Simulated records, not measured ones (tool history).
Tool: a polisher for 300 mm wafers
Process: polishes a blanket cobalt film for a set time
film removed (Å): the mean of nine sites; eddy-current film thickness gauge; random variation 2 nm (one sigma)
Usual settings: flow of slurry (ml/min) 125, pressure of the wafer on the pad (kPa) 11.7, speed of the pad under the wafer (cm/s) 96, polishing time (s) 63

run	hour	flow of slurry (ml/min)	pressure of the wafer on the pad (kPa)	speed of the pad under the wafer (cm/s)	polishing time (s)	wafers since the last listed run	wafers polished on this pad	hours since the slurry nozzle was cleaned	hours since the head pressure was calibrated	incoming thickness of the incoming film, nm	film removed (Å)
1	0	125	11.7	96	63	0	3514	74.4	1030.2	1081.1	2371
# hour 10.3: worn pad replaced by a new one
2	25.5	125	11.7	96	63	305	215	99.9	1055.7	1069.4	2384
3	61.4	125	11.7	96	72	510	725	135.8	1091.6	1064.8	2705
4	95.8	125	11.7	96	72	488	1214	170.2	1126	1098.1	2671
5	131.1	125	11.7	80	63	501	1715	205.5	1161.3	1081.2	2056
6	152.7	125	11.7	80	63	306	2022	227.1	1182.9	1093	2029
# hour 176.7: head pressure recalibrated
7	177.2	125	11.7	80	63	319	2342	251.6	0.5	1091.1	2061
# hour 182.3: slurry nozzle cleaned
8	208.6	125	11.7	112	63	431	2774	26.3	31.9	1075.5	2662
9	237.1	125	11.7	112	63	404	3179	54.8	60.4	1077.1	2634
10	258	125	11.7	96	63	296	3476	75.7	81.3	1057.5	2360
# hour 269.2: worn pad replaced by a new one
11	287.6	125	11.7	96	63	363	261	105.3	110.9	1091.4	2352
12	302.9	125	11.7	96	63	217	479	120.6	126.2	1071.3	2349
13	317.2	125	11.7	96	63	203	682	134.9	140.5	1082.4	2366
14	337.7	125	11.7	96	63	291	973	155.4	161	1104.9	2335
15	354.1	165	8.3	76	74	232	1206	171.8	177.4	1092.9	1754
16	387	125	13.8	124	63	467	1673	204.7	210.3	1070.9	3327
17	416.3	125	11.7	76	63	416	2090	234	239.6	1087.9	2015
# hour 438.8: slurry nozzle cleaned
18	446.1	105	10.3	96	78	409	2499	7.3	269.4	1085	2462
19	532.5	125	11.7	96	63	1227	3726	93.7	355.8	1080.1	2335
# hour 561.3: worn pad replaced by a new one
20	561.8	125	11.7	96	63	359	6	123	385.1	1076.3	2351
21	576.3	105	13.8	110	44	205	212	137.5	399.6	1074.9	2056
22	609.7	125	14.5	96	55	474	687	170.9	433	1070.5	2513
23	642.9	145	11.7	96	44	471	1158	204.1	466.2	1062.9	1716
24	663.4	170	9	70	76	291	1449	224.6	486.7	1096.1	1873
25	696.7	125	11.7	96	63	473	1923	257.9	520	1076.4	2361
# hour 729.7: slurry nozzle cleaned
26	730.4	125	11.7	96	63	464	2387	0.7	553.7	1056.7	2331
27	763.3	125	11.7	80	52	467	2854	33.6	586.6	1086	1697
28	797.2	125	11.7	76	63	481	3336	67.5	620.5	1078.3	1966
# hour 810.8: worn pad replaced by a new one
29	829.4	150	11.7	96	81	400	264	99.7	652.7	1077.1	3161
30	844.2	125	11.7	78	63	210	474	114.5	667.5	1066.6	2066
31	873.7	125	11.7	96	63	419	893	144	697	1093.3	2343
32	890.2	125	11.7	96	63	234	1127	160.5	713.5	1081.3	2347
33	905.2	125	11.7	70	73	213	1340	175.5	728.5	1071.1	2159
34	920.9	95	11.7	66	42	223	1563	191.2	744.2	1077.1	1124
35	953.8	125	11.7	96	63	467	2031	224.1	777.1	1071.9	2358
36	988.3	125	11.7	68	63	490	2521	258.6	811.6	1086.6	1847

5 ways to go on from here, each from the tool as it stands after run 36. What would each give?
A	988.7	125	11.7	84	63	5	2527	259	812	1097.9	?
B	988.7	170	11.7	118	63	5	2527	259	812	1097.9	?
C	988.7	145	10.3	96	63	5	2527	259	812	1097.9	?
D	988.7	145	11.7	96	80	5	2527	259	812	1097.9	?
E	988.7	125	11.7	66	63	5	2527	259	812	1097.9	?

run	film removed (Å)
A	2111
B	2872
C	2113
D	3040
E	1795
Without the tool's hidden state the same runs would have given:
run	film removed (Å)
A	2111
B	2872
C	2113
D	3040
E	1795
